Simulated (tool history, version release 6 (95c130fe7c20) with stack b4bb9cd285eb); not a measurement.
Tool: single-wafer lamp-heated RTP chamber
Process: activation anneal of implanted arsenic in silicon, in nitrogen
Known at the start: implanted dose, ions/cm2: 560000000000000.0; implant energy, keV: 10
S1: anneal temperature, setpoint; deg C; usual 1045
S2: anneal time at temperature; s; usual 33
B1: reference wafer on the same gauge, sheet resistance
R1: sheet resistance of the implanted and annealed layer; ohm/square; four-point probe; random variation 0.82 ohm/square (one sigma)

run,hour,S1,S2,B1,R1
1,0,1045,33,173.02,196.89
2,52.6,1045,33,172.64,197.67
3,84.8,1045,33,173.1,197.86
# hour 133.7: reflector plate cleaned
4,212.7,1045,33,172.75,195.28
# hour 236.2: pyrometer window cleaned and pyrometer calibrated
5,276.5,1045,33,172.96,196.24
6,309.5,1045,33,172.81,198.04
7,375.2,1045,26,173,201.26
8,404.8,1045,26,173.23,201.06
9,429.7,1045,33,172.98,197.29
# hour 446.1: gauge calibrated
10,488.4,1045,33,173.15,197.13
11,524.3,1045,33,172.87,193.49
# hour 560.4: reflector plate cleaned
12,573.9,1045,33,173.01,194.2
13,601.1,1045,33,172.88,195.07
14,633.1,1045,33,173.29,193.03
15,700,1029,14,172.86,211.46
# hour 711.8: pyrometer window cleaned and pyrometer calibrated
16,726.9,1045,33,172.95,198.09
17,796.9,1045,33,172.86,197.78
18,841.1,1067,47,172.9,185.8
19,912.2,1034,27,172.93,203.15
20,957,1027,17,172.83,214.19
# hour 968.9: reflector plate cleaned
21,1019.1,1058,16,173.07,202.17
22,1071.5,1045,33,173.07,194.53
# hour 1106.3: pyrometer window cleaned and pyrometer calibrated
23,1128.6,1067,23,173.25,196.02
24,1172.4,1065,44,172.93,185.96
25,1207.2,1035,33,173.08,202.33
26,1262.8,1033,52,173.01,193.49
27,1301.2,1065,23,173.17,196.46
28,1349.4,1053,52,172.83,186.32
# hour 1363.3: reflector plate cleaned
29,1394.1,1022,33,172.87,203.13
30,1443.2,1045,33,172.79,195.72
31,1481.4,1045,33,172.94,193.78
32,1521.6,1058,16,173.07,199.21
# hour 1537.8: pyrometer window cleaned and pyrometer calibrated
33,1551.9,1033,50,172.91,194.57
34,1611.3,1020,19,172.87,215.64
35,1654.2,1045,33,172.99,197.13
36,1679.1,1055,23,172.85,199.42

The tool's hidden state at each run:
wafer temperature error from the tarnished reflector plate, K: 0 in every run
gauge reads high (%): 0 in every run
H1: true wafer temperature minus pyrometer reading, K
run,H1
1,1.35
2,2.42
3,3.26
4,7.98
5,2.4
6,2.65
7,3.6
8,4.22
9,4.83
10,6.61
11,7.93
12,10
13,11.3
14,13
15,16.9
16,0.0852
17,0.562
18,1.21
19,2.8
20,4.16
21,6.49
22,8.86
23,1.08
24,1.34
25,1.74
26,2.71
27,3.62
28,5.06
29,6.67
30,8.76
31,10.6
32,12.8
33,0.819
34,1.17
35,1.73
36,2.16

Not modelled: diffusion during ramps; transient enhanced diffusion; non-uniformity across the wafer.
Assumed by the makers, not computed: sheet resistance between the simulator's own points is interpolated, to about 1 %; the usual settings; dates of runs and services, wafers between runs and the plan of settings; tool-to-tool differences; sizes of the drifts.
